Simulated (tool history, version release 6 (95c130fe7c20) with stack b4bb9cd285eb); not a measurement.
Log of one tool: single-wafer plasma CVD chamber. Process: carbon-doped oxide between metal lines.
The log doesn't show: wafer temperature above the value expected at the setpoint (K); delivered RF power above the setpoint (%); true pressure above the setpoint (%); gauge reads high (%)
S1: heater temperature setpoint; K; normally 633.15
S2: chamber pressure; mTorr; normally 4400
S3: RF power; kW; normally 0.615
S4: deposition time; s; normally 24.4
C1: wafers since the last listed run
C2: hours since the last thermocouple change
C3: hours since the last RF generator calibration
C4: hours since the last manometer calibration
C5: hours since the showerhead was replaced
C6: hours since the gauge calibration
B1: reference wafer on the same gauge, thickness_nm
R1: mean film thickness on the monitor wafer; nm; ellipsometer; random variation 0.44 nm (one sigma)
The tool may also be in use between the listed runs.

{"run": 1, "hour": 0.0, "S1": 633.15, "S2": 5050, "S3": 0.615, "S4": 24.4, "C1": 0, "C2": 604.8, "C3": 1471.0, "C4": 1450.4, "C5": 132.3, "C6": 2558.5, "B1": 148.861, "R1": 134.906}
{"run": 2, "hour": 49.3, "S1": 633.15, "S2": 5050, "S3": 0.615, "S4": 24.4, "C1": 1227, "C2": 654.1, "C3": 1520.3, "C4": 1499.7, "C5": 181.6, "C6": 2607.8, "B1": 148.937, "R1": 136.125}
{"run": 3, "hour": 79.2, "S1": 633.15, "S2": 5050, "S3": 0.615, "S4": 24.4, "C1": 744, "C2": 684.0, "C3": 1550.2, "C4": 1529.6, "C5": 211.5, "C6": 2637.7, "B1": 149.027, "R1": 136.146}
{"run": 4, "hour": 115.3, "S1": 633.15, "S2": 4400, "S3": 0.615, "S4": 24.4, "C1": 898, "C2": 720.1, "C3": 1586.3, "C4": 1565.7, "C5": 247.6, "C6": 2673.8, "B1": 148.965, "R1": 132.865}
{"hour": 143.1, "done": "RF generator calibrated"}
{"run": 5, "hour": 171.2, "S1": 633.15, "S2": 4400, "S3": 0.615, "S4": 24.4, "C1": 1192, "C2": 776.0, "C3": 28.1, "C4": 1621.6, "C5": 303.5, "C6": 2729.7, "B1": 148.986, "R1": 133.266}
{"run": 6, "hour": 217.6, "S1": 633.15, "S2": 5090, "S3": 0.615, "S4": 27.5, "C1": 1154, "C2": 822.4, "C3": 74.5, "C4": 1668.0, "C5": 349.9, "C6": 2776.1, "B1": 149.116, "R1": 152.785}
{"hour": 331.0, "done": "thermocouple changed; heater temperature recalibrated"}
{"run": 7, "hour": 416.8, "S1": 647.15, "S2": 4400, "S3": 0.645, "S4": 28.3, "C1": 4759, "C2": 85.8, "C3": 273.7, "C4": 1867.2, "C5": 549.1, "C6": 2975.3, "B1": 148.909, "R1": 150.951}
{"run": 8, "hour": 455.1, "S1": 633.15, "S2": 4400, "S3": 0.615, "S4": 24.4, "C1": 953, "C2": 124.1, "C3": 312.0, "C4": 1905.5, "C5": 587.4, "C6": 3013.6, "B1": 149.166, "R1": 132.806}
{"run": 9, "hour": 516.6, "S1": 633.15, "S2": 3770, "S3": 0.515, "S4": 24.4, "C1": 1530, "C2": 185.6, "C3": 373.5, "C4": 1967.0, "C5": 648.9, "C6": 3075.1, "B1": 148.94, "R1": 120.062}
{"run": 10, "hour": 572.8, "S1": 647.15, "S2": 4400, "S3": 0.675, "S4": 24.4, "C1": 1398, "C2": 241.8, "C3": 429.7, "C4": 2023.2, "C5": 705.1, "C6": 3131.3, "B1": 148.938, "R1": 134.232}
{"run": 11, "hour": 617.1, "S1": 621.15, "S2": 3830, "S3": 0.56, "S4": 25.7, "C1": 1102, "C2": 286.1, "C3": 474.0, "C4": 2067.5, "C5": 749.4, "C6": 3175.6, "B1": 149.065, "R1": 135.754}
{"hour": 655.0, "done": "capacitance manometer re-zeroed and calibrated"}
{"run": 12, "hour": 655.5, "S1": 620.15, "S2": 5080, "S3": 0.615, "S4": 20.9, "C1": 756, "C2": 324.5, "C3": 512.4, "C4": 0.5, "C5": 787.8, "C6": 3214.0, "B1": 148.856, "R1": 120.414}
{"run": 13, "hour": 747.6, "S1": 633.15, "S2": 4400, "S3": 0.515, "S4": 24.4, "C1": 2292, "C2": 416.6, "C3": 604.5, "C4": 92.6, "C5": 879.9, "C6": 3306.1, "B1": 149.099, "R1": 121.963}
{"run": 14, "hour": 788.1, "S1": 633.15, "S2": 4400, "S3": 0.545, "S4": 22.8, "C1": 1008, "C2": 457.1, "C3": 645.0, "C4": 133.1, "C5": 920.4, "C6": 3346.6, "B1": 149.143, "R1": 117.281}
{"run": 15, "hour": 846.2, "S1": 621.15, "S2": 3450, "S3": 0.51, "S4": 24.4, "C1": 1446, "C2": 515.2, "C3": 703.1, "C4": 191.2, "C5": 978.5, "C6": 3404.7, "B1": 149.059, "R1": 123.226}
{"run": 16, "hour": 876.0, "S1": 639.15, "S2": 5430, "S3": 0.505, "S4": 20.3, "C1": 741, "C2": 545.0, "C3": 732.9, "C4": 221.0, "C5": 1008.3, "C6": 3434.5, "B1": 149.014, "R1": 103.163}
{"hour": 877.2, "done": "gauge calibrated"}
{"run": 17, "hour": 910.6, "S1": 643.15, "S2": 4820, "S3": 0.615, "S4": 28.6, "C1": 861, "C2": 579.6, "C3": 767.5, "C4": 255.6, "C5": 1042.9, "C6": 33.4, "B1": 149.077, "R1": 153.154}
{"run": 18, "hour": 972.4, "S1": 633.15, "S2": 4400, "S3": 0.615, "S4": 24.4, "C1": 1538, "C2": 641.4, "C3": 829.3, "C4": 317.4, "C5": 1104.7, "C6": 95.2, "B1": 148.945, "R1": 132.698}
{"run": 19, "hour": 1085.9, "S1": 633.15, "S2": 4400, "S3": 0.67, "S4": 23.1, "C1": 2825, "C2": 754.9, "C3": 942.8, "C4": 430.9, "C5": 1218.2, "C6": 208.7, "B1": 148.969, "R1": 131.425}
{"run": 20, "hour": 1145.3, "S1": 644.15, "S2": 3870, "S3": 0.665, "S4": 24.4, "C1": 1478, "C2": 814.3, "C3": 1002.2, "C4": 490.3, "C5": 1277.6, "C6": 268.1, "B1": 149.008, "R1": 133.306}
{"run": 21, "hour": 1203.7, "S1": 633.15, "S2": 4030, "S3": 0.615, "S4": 28.8, "C1": 1453, "C2": 872.7, "C3": 1060.6, "C4": 548.7, "C5": 1336.0, "C6": 326.5, "B1": 149.165, "R1": 155.452}
{"run": 22, "hour": 1236.8, "S1": 633.15, "S2": 4400, "S3": 0.615, "S4": 24.4, "C1": 823, "C2": 905.8, "C3": 1093.7, "C4": 581.8, "C5": 1369.1, "C6": 359.6, "B1": 148.822, "R1": 134.644}
{"hour": 1267.0, "done": "thermocouple changed; heater temperature recalibrated"}
{"run": 23, "hour": 1293.1, "S1": 622.15, "S2": 5330, "S3": 0.615, "S4": 24.4, "C1": 1202, "C2": 26.1, "C3": 1150.0, "C4": 638.1, "C5": 1425.4, "C6": 415.9, "B1": 148.922, "R1": 139.47}
{"run": 24, "hour": 1332.2, "S1": 633.15, "S2": 4750, "S3": 0.615, "S4": 20.3, "C1": 973, "C2": 65.2, "C3": 1189.1, "C4": 677.2, "C5": 1464.5, "C6": 455.0, "B1": 149.074, "R1": 111.029}
{"hour": 1385.2, "done": "RF generator calibrated"}
{"run": 25, "hour": 1397.5, "S1": 633.15, "S2": 5220, "S3": 0.565, "S4": 24.4, "C1": 1426, "C2": 130.5, "C3": 12.3, "C4": 742.5, "C5": 1529.8, "C6": 520.3, "B1": 149.029, "R1": 131.512}
{"run": 26, "hour": 1440.8, "S1": 647.15, "S2": 5010, "S3": 0.615, "S4": 24.4, "C1": 1077, "C2": 173.8, "C3": 55.6, "C4": 785.8, "C5": 1573.1, "C6": 563.6, "B1": 148.938, "R1": 129.914}
{"run": 27, "hour": 1498.2, "S1": 646.15, "S2": 3640, "S3": 0.5, "S4": 24.4, "C1": 1428, "C2": 231.2, "C3": 113.0, "C4": 843.2, "C5": 1630.5, "C6": 621.0, "B1": 149.05, "R1": 114.032}
{"run": 28, "hour": 1527.7, "S1": 633.15, "S2": 3920, "S3": 0.615, "S4": 19.7, "C1": 734, "C2": 260.7, "C3": 142.5, "C4": 872.7, "C5": 1660.0, "C6": 650.5, "B1": 148.891, "R1": 105.616}

Hidden state, per run?
delivered RF power above the setpoint (%): 0 at every run
true pressure above the setpoint (%): 0 at every run
gauge reads high (%): 0 at every run
H1: wafer temperature above the value expected at the setpoint (K)
run=1 H1=-1.65
run=2 H1=-2.04
run=3 H1=-2.3
run=4 H1=-2.62
run=5 H1=-3.15
run=6 H1=-3.62
run=7 H1=-0.301
run=8 H1=-0.352
run=9 H1=-0.473
run=10 H1=-0.625
run=11 H1=-0.773
run=12 H1=-0.921
run=13 H1=-1.35
run=14 H1=-1.58
run=15 H1=-1.93
run=16 H1=-2.13
run=17 H1=-2.38
run=18 H1=-2.86
run=19 H1=-3.86
run=20 H1=-4.45
run=21 H1=-5.08
run=22 H1=-5.45
run=23 H1=0.163
run=24 H1=0.14
run=25 H1=0.0593
run=26 H1=-0.0241
run=27 H1=-0.171
run=28 H1=-0.263
